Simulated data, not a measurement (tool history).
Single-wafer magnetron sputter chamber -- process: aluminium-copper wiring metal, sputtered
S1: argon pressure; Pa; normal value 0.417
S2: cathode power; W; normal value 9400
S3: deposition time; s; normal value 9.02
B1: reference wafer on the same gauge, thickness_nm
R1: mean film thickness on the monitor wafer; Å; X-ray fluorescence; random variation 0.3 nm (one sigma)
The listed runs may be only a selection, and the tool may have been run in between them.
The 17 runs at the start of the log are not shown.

{"run": 18, "hour": 195.4, "S1": 0.28, "S2": 10700, "S3": 10.24, "B1": 134.994, "R1": 1898.38}
{"run": 19, "hour": 201.9, "S1": 0.307, "S2": 9400, "S3": 9.02, "B1": 135.051, "R1": 1444.5}
{"run": 20, "hour": 217.9, "S1": 0.417, "S2": 9400, "S3": 8.15, "B1": 135.009, "R1": 1231.01}
{"run": 21, "hour": 231.3, "S1": 0.417, "S2": 9400, "S3": 9.02, "B1": 135.023, "R1": 1364.02}
{"run": 22, "hour": 237.8, "S1": 0.417, "S2": 9400, "S3": 9.02, "B1": 134.98, "R1": 1361.17}
{"run": 23, "hour": 247.0, "S1": 0.284, "S2": 11350, "S3": 9.02, "B1": 134.956, "R1": 1762.22}
{"hour": 255.2, "done": "magnet pack replaced, of another model than before"}
{"run": 24, "hour": 257.4, "S1": 0.417, "S2": 9400, "S3": 9.02, "B1": 134.918, "R1": 1360.81}
{"run": 25, "hour": 271.0, "S1": 0.334, "S2": 11750, "S3": 9.02, "B1": 134.966, "R1": 1758.4}
{"hour": 303.2, "done": "capacitance manometer re-zeroed and calibrated"}
{"hour": 303.6, "done": "sputter target and shields replaced"}
{"run": 26, "hour": 313.9, "S1": 0.357, "S2": 10600, "S3": 10.29, "B1": 135.048, "R1": 1817.74}
{"run": 27, "hour": 324.5, "S1": 0.417, "S2": 9400, "S3": 9.02, "B1": 135.062, "R1": 1371.86}
{"run": 28, "hour": 331.8, "S1": 0.259, "S2": 9400, "S3": 8.26, "B1": 135.037, "R1": 1342.32}
{"run": 29, "hour": 339.1, "S1": 0.315, "S2": 7300, "S3": 9.02, "B1": 135.031, "R1": 1112.81}
{"run": 30, "hour": 356.2, "S1": 0.358, "S2": 9400, "S3": 10.12, "B1": 134.948, "R1": 1573.23}
{"run": 31, "hour": 372.2, "S1": 0.37, "S2": 9400, "S3": 9.02, "B1": 135.04, "R1": 1395.04}
{"run": 32, "hour": 383.8, "S1": 0.417, "S2": 9400, "S3": 9.02, "B1": 134.971, "R1": 1371.39}
{"run": 33, "hour": 397.0, "S1": 0.417, "S2": 9400, "S3": 9.02, "B1": 135.026, "R1": 1366.79}
{"run": 34, "hour": 414.2, "S1": 0.27, "S2": 9400, "S3": 7.56, "B1": 134.988, "R1": 1213.66}

Alternative continuations, all from the tool just after run 34; predict every row:
{"run": "A", "hour": 414.6, "S1": 0.417, "S2": 10300, "S3": 9.02, "B1": "?", "R1": "?"}
{"run": "B", "hour": 414.6, "S1": 0.316, "S2": 11050, "S3": 7.89, "B1": "?", "R1": "?"}
{"run": "C", "hour": 414.6, "S1": 0.253, "S2": 7250, "S3": 9.02, "B1": "?", "R1": "?"}
{"run": "D", "hour": 414.6, "S1": 0.417, "S2": 11400, "S3": 9.02, "B1": "?", "R1": "?"}
{"run": "E", "hour": 414.6, "S1": 0.522, "S2": 10800, "S3": 7.35, "B1": "?", "R1": "?"}

run=A B1=134.919 R1=1498.05
run=B B1=134.919 R1=1461.36
run=C B1=134.919 R1=1123.29
run=D B1=134.919 R1=1658.03
run=E B1=134.919 R1=1230.14
Stripped of hidden state, with their random variation kept, the same runs would have yielded:
run=A R1=1519.09
run=B R1=1481.89
run=C R1=1139.07
run=D R1=1681.33
run=E R1=1247.42

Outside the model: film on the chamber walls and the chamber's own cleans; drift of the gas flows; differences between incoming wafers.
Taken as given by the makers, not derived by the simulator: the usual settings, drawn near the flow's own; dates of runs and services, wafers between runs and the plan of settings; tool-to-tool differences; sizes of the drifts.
